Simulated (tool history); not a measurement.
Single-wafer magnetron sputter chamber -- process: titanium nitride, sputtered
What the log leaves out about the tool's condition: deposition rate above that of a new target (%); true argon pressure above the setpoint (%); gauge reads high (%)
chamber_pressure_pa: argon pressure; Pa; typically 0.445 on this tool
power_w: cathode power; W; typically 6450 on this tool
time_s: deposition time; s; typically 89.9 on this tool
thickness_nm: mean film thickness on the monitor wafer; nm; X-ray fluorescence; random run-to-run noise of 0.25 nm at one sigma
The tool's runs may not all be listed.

run	hour	chamber_pressure_pa	power_w	time_s	wafers since the last listed run	wafers on the sputter target	hours since the last manometer calibration	hours since the magnet pack was replaced	hours since the gauge calibration	read-back reference wafer on the same gauge, thickness_nm	thickness_nm
1	0.0	0.445	5500	89.9	0	6214	1306.9	7811.1	174.9	126.086	96.890
2	13.0	0.445	5500	89.9	141	6356	1319.9	7824.1	187.9	126.072	97.354
# hour 33.5: sputter target and shields replaced
3	37.1	0.445	6450	89.9	175	39	1344.0	7848.2	212.0	125.887	112.794
4	58.5	0.445	6450	89.9	233	272	1365.4	7869.6	233.4	125.991	113.619
5	84.6	0.445	6450	89.9	284	557	1391.5	7895.7	259.5	125.848	113.361
6	120.2	0.445	6450	89.9	388	945	1427.1	7931.3	295.1	126.072	113.388
7	155.8	0.445	6450	89.9	388	1334	1462.7	7966.9	330.7	126.017	112.869
8	178.9	0.445	6450	89.9	251	1586	1485.8	7990.0	353.8	126.092	112.942
9	202.8	0.445	6450	89.9	260	1846	1509.7	8013.9	377.7	126.000	113.068
10	225.1	0.445	6450	89.9	243	2090	1532.0	8036.2	400.0	126.091	113.035
11	254.9	0.445	6450	89.9	325	2415	1561.8	8066.0	429.8	125.930	112.850
12	283.7	0.445	6450	89.9	314	2729	1590.6	8094.8	458.6	125.982	113.281
# hour 313.4: magnet pack replaced
13	319.3	0.445	6450	89.9	301	3030	1626.2	5.9	494.2	125.947	113.380
14	345.1	0.445	6450	89.9	281	3311	1652.0	31.7	520.0	126.025	113.246
15	364.2	0.499	7800	100.8	208	3520	1671.1	50.8	539.1	126.033	149.632
16	385.0	0.567	5400	84.9	226	3746	1691.9	71.6	559.9	125.994	86.742
17	481.2	0.491	5250	76.6	1049	4796	1788.1	167.8	656.1	125.945	78.194
18	514.4	0.400	6450	89.9	362	5158	1821.3	201.0	689.3	126.079	114.681
19	537.7	0.382	5000	89.9	254	5412	1844.6	224.3	712.6	126.003	90.766

Expected results for the next run?
20	551.5	0.445	6450	94.9	150	5563	1858.4	238.1	726.4	?	?

read-back reference wafer on the same gauge, thickness_nm: 126.177
thickness_nm: 119.640 nm
Without the tool's hidden state the same run would have given thickness_nm 116.430 nm.
